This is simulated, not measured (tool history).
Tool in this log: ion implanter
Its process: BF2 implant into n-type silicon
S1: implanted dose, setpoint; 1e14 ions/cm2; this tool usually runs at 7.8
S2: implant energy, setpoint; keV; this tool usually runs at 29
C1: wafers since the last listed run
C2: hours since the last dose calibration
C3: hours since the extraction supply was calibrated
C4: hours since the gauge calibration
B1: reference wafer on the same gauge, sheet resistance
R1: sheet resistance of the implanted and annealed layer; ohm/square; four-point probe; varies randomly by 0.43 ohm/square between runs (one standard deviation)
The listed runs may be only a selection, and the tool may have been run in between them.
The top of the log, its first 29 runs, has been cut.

| run | hour | S1 | S2 | C1 | C2 | C3 | C4 | B1 | R1 |
|---|---|---|---|---|---|---|---|---|---|
| 30 | 877.7 | 9.55 | 29 | 436 | 235.6 | 142.2 | 431.5 | 174.01 | 145.18 |
| 31 | 891.8 | 7.8 | 35 | 188 | 249.7 | 156.3 | 445.6 | 173.98 | 151.9 |
| 32 | 924.1 | 6.54 | 29 | 432 | 282 | 188.6 | 477.9 | 173.99 | 179.84 |
| 33 | 946.3 | 6.74 | 32 | 297 | 304.2 | 210.8 | 500.1 | 173.97 | 170.77 |
| 34 | 964.7 | 6.5 | 19 | 246 | 322.6 | 229.2 | 518.5 | 173.98 | 204.38 |
| 35 | 992.6 | 7.8 | 36 | 373 | 350.5 | 257.1 | 546.4 | 173.97 | 150.56 |
| 36 | 1018.9 | 8.99 | 23 | 352 | 376.8 | 283.4 | 572.7 | 174.02 | 163.15 |
| 37 | 1037.7 | 6.16 | 22 | 251 | 395.6 | 302.2 | 591.5 | 173.99 | 201.53 |

Alternative continuations, all from the tool just after run 37; predict every row:
| A | 1038.1 | 7.8 | 24.5 | 5 | 396 | 302.6 | 591.9 | ? | ? |
| B | 1038.1 | 6.25 | 36.5 | 5 | 396 | 302.6 | 591.9 | ? | ? |
| C | 1038.1 | 9.24 | 29 | 5 | 396 | 302.6 | 591.9 | ? | ? |

| run | B1 | R1 |
|---|---|---|
| A | 174.06 | 170.73 |
| B | 174.06 | 176.26 |
| C | 174.06 | 147.44 |
Without the tool's unlogged condition, the same runs would have read:
| run | R1 |
|---|---|
| A | 170.83 |
| B | 176.43 |
| C | 147.52 |

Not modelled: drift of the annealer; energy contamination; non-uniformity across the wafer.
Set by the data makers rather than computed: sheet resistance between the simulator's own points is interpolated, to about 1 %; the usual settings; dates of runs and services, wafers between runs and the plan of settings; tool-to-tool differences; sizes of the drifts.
